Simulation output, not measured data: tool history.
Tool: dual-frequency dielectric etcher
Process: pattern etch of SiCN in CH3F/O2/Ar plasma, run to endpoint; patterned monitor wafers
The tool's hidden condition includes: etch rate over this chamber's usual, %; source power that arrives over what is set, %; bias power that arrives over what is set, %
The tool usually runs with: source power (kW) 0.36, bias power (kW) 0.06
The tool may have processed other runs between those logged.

run	hour	source power (kW)	bias power (kW)	wafers since the last listed run	hours since the last wet clean	hours since the last source power generator calibration	hours since the last bias power generator calibration	hours since the last upper electrode change	incoming incoming film thickness, nm	endpoint time (s)
1	0	0.36	0.06	0	233.8	2931.1	2559.9	4418.1	9.28	30.4
2	36.1	0.36	0.06	421	269.9	2967.2	2596	4454.2	9.27	30.4
3	51.9	0.36	0.06	184	285.7	2983	2611.8	4470	9.33	30.2
4	62	0.36	0.06	118	295.8	2993.1	2621.9	4480.1	9.39	30.4
5	76.1	0.4	0.053	164	309.9	3007.2	2636	4494.2	9.34	30.7
6	88.8	0.4	0.053	148	322.6	3019.9	2648.7	4506.9	9.36	30.9
7	101.5	0.36	0.051	148	335.3	3032.6	2661.4	4519.6	9.2	32.2
8	117.4	0.36	0.06	185	351.2	3048.5	2677.3	4535.5	9.29	30
9	124.8	0.36	0.06	86	358.6	3055.9	2684.7	4542.9	9.37	30.2
10	132.2	0.36	0.06	86	366	3063.3	2692.1	4550.3	9.28	29.8
11	146.7	0.36	0.06	169	380.5	3077.8	2706.6	4564.8	9.35	30.1
# hour 157.1: source power generator calibrated
12	163	0.41	0.06	143	396.8	5.9	2722.9	4581.1	9.41	28.8
13	172.1	0.39	0.049	106	405.9	15	2732	4590.2	9.25	31.9
14	181.2	0.33	0.06	106	415	24.1	2741.1	4599.3	9.28	30.7
# hour 193.6: bias power generator calibrated
# hour 212.3: upper electrode replaced
# hour 233.7: wet clean of the chamber
15	234.2	0.44	0.072	104	0.5	77.1	40.6	21.9	9.3	26.1
16	234.5	0.28	0.055	3	0.8	77.4	40.9	22.2	9.31	35.8
17	234.8	0.4	0.06	3	1.1	77.7	41.2	22.5	9.33	29.8
18	242.1	0.36	0.053	85	8.4	85	48.5	29.8	9.29	32.8
19	250.8	0.36	0.06	101	17.1	93.7	57.2	38.5	9.27	30.9
20	266.9	0.36	0.06	188	33.2	109.8	73.3	54.6	9.29	30.7
21	281.3	0.42	0.048	168	47.6	124.2	87.7	69	9.19	31.8
22	290.9	0.28	0.06	112	57.2	133.8	97.3	78.6	9.33	34.2
23	306.8	0.39	0.07	185	73.1	149.7	113.2	94.5	9.28	27.6

Hidden state at the last listed run before each entry between runs and at the first one after, where it differs:
Between runs 11 and 12: source power generator calibrated (hour 157.1)
  etch rate over this chamber's usual, %: 4.79 -> 4.98
  measured less the result without the state, endpoint time (s): -1.5 -> -1.4
Between runs 14 and 15: bias power generator calibrated (hour 193.6); upper electrode replaced (hour 212.3); wet clean of the chamber (hour 233.7)
  etch rate over this chamber's usual, %: 5.18 -> 1.09
  measured less the result without the state, endpoint time (s): -1.6 -> -0.3
